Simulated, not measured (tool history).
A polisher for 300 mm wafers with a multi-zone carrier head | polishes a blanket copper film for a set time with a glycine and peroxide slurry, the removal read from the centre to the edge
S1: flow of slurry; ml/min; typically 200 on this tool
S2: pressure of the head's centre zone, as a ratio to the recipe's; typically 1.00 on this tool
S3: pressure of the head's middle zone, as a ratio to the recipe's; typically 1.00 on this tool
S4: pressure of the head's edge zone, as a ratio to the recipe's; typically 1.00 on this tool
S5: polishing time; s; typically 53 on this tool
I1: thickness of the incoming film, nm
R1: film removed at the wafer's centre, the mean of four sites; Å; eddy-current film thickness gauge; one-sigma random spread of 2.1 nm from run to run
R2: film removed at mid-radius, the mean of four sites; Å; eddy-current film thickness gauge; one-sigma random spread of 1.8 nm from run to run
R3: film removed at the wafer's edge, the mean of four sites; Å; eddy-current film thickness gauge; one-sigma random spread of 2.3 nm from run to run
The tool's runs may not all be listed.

run    hour   S1    S2    S3    S4  S5      I1    R1    R2    R3
  1     0.0  200  0.98  1.00  1.00  53  2099.1  2180  2121  2113
  2    60.4  200  0.98  1.00  1.00  53  2058.2  2208  2144  2116
  3   130.1  200  1.00  1.00  1.00  53  2080.0  2257  2132  2110
      157.2  -- worn pad replaced by a new one
      184.5  -- slurry nozzle cleaned
  4   188.6  200  1.00  1.00  1.00  53  2068.2  2227  2116  2075
      198.9  -- edge zone pressure recalibrated
  5   276.3  200  1.00  1.00  1.00  53  2079.7  2276  2106  2081
  6   352.4  200  1.00  1.00  1.00  53  2043.7  2250  2126  2080
  7   450.8  200  1.00  1.00  1.00  53  2094.1  2260  2156  2113
  8   553.2  200  1.00  1.00  1.00  48  2059.3  2066  1925  1866
      606.6  -- worn pad replaced by a new one
      625.9  -- slurry nozzle cleaned
  9   641.9  200  0.94  1.00  1.00  45  2100.2  1828  1799  1761
 10   691.4  200  0.94  1.00  1.00  45  2073.3  1834  1820  1750
 11   783.1  200  0.94  1.00  1.00  45  2056.5  1858  1805  1750
      794.9  -- carrier head's membrane replaced by a new one
 12   868.4  200  1.00  1.00  1.00  53  2116.0  2393  2100  2060
 13   936.0  145  1.00  0.95  0.93  35  2078.6  1497  1324  1292
     1004.8  -- centre zone pressure recalibrated
     1026.4  -- worn pad replaced by a new one, of another model than before
 14  1036.7  200  1.00  1.00  1.00  53  2086.3  2224  2128  2089
     1043.7  -- slurry nozzle cleaned
 15  1128.9  220  1.00  0.97  1.00  62  2114.1  2597  2499  2492
 16  1192.2  200  1.00  1.00  1.00  53  2108.5  2188  2108  2084
 17  1258.4  270  1.10  1.00  0.88  53  2083.1  2589  2232  2017
     1326.4  -- edge zone pressure recalibrated
 18  1342.4  200  1.00  1.00  1.03  65  2066.5  2711  2621  2628
     1385.8  -- worn pad replaced by a new one
 19  1416.5  200  1.00  1.00  1.00  53  2061.1  2181  2146  2079
 20  1481.1  200  1.00  1.00  1.00  53  2117.6  2192  2145  2063
     1486.5  -- slurry nozzle cleaned
 21  1549.4  220  1.00  0.89  1.06  60  2106.9  2551  2271  2398
 22  1653.6  150  1.00  1.00  1.00  45  2049.9  1720  1641  1675
     1774.7  -- worn pad replaced by a new one
     1852.4  -- slurry nozzle cleaned
     1914.7  -- carrier head's membrane replaced by a new one
 23  1962.2  200  1.00  1.11  1.11  53  2058.6  2253  2319  2193

Selected run-to-run steps in R1, each split into two signed amounts: the part the tool would show with no hidden state at all (from settings, incoming material and random variation), and the remainder, which goes to the hidden state together with any gauge scatter not common to the measured and the hidden-state-free results:
The tool's hidden condition here consists of: removal rate lost through wear of the pad, %; slurry flow missing at the pad, %; deviation of the centre zone's pressure from its setpoint, %; deviation of the edge zone's pressure from its setpoint, %.
Run 12 -> 13: S1 200 -> 145, S3 1.00 -> 0.95, S4 1.00 -> 0.93, S5 53 -> 35. R1 -896 Å: hidden state -59, all else -837.
Run 13 -> 14: S1 145 -> 200, S3 0.95 -> 1.00, S4 0.93 -> 1.00, S5 35 -> 53, centre zone pressure recalibrated, worn pad replaced by a new one, of another model than before. R1 +727 Å: hidden state -117, all else +844.
Run 21 -> 22: S1 220 -> 150, S3 0.89 -> 1.00, S4 1.06 -> 1.00, S5 60 -> 45. R1 -831 Å: hidden state -4, all else -827.
